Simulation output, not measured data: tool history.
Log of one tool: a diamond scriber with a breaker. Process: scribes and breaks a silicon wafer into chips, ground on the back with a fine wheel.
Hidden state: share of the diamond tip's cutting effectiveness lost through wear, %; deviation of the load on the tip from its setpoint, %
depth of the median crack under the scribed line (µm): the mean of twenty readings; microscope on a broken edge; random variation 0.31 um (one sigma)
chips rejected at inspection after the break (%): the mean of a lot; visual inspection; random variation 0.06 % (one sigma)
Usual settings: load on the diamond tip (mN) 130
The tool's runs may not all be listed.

run,hour,load on the diamond tip (mN),wafers since the last listed run,hours since the diamond tip was replaced,hours since the load on the tip was calibrated,"incoming depth of the damage left on the back of the incoming wafer, um",depth of the median crack under the scribed line (µm),chips rejected at inspection after the break (%)
1,0,156,0,418.1,359.7,2.79,17.6,2.33
2,53.5,156,129,471.6,413.2,2.53,17.64,1.82
3,147.2,130,226,565.3,506.9,2.24,15.49,1.74
4,234.6,130,210,652.7,594.3,1.95,15.13,2.41
5,288.4,130,129,706.5,648.1,2.48,14.55,3.12
6,339,130,122,757.1,698.7,2.76,14.01,4.35
7,379.3,130,97,797.4,739,2.17,14.27,4.25
# hour 412.5: load on the tip recalibrated
8,431.7,130,121,849.8,19.2,1.8,14,5.32
9,481.3,150,119,899.4,68.8,2.86,15.03,2.83
10,560.2,153,190,978.3,147.7,2.25,14.53,3.25
11,610,99,120,1028.1,197.5,2.81,11.24,28.71
12,663.9,106,130,1082,251.4,2.23,11.08,26.09
# hour 666.5: diamond tip replaced by a new one, of another model than before
13,745.7,130,192,79.2,333.2,1.95,16.11,0.86
14,839.9,160,227,173.4,427.4,2.32,18.62,4.52
15,940.6,159,242,274.1,528.1,2.42,17.98,3.62

Forecast each of these 3 alternatives for the next run:
A,941.3,130,1,274.8,528.8,2.88,?,?
B,941.3,149,1,274.8,528.8,2.88,?,?
C,941.3,154,1,274.8,528.8,2.88,?,?

run,depth of the median crack under the scribed line (µm),chips rejected at inspection after the break (%)
A,15.84,1.79
B,17.55,2.6
C,17.99,3.51
Without the tool's hidden state the same runs would have given:
run,depth of the median crack under the scribed line (µm),chips rejected at inspection after the break (%)
A,16.3,1.53
B,18.06,3.67
C,18.5,4.88
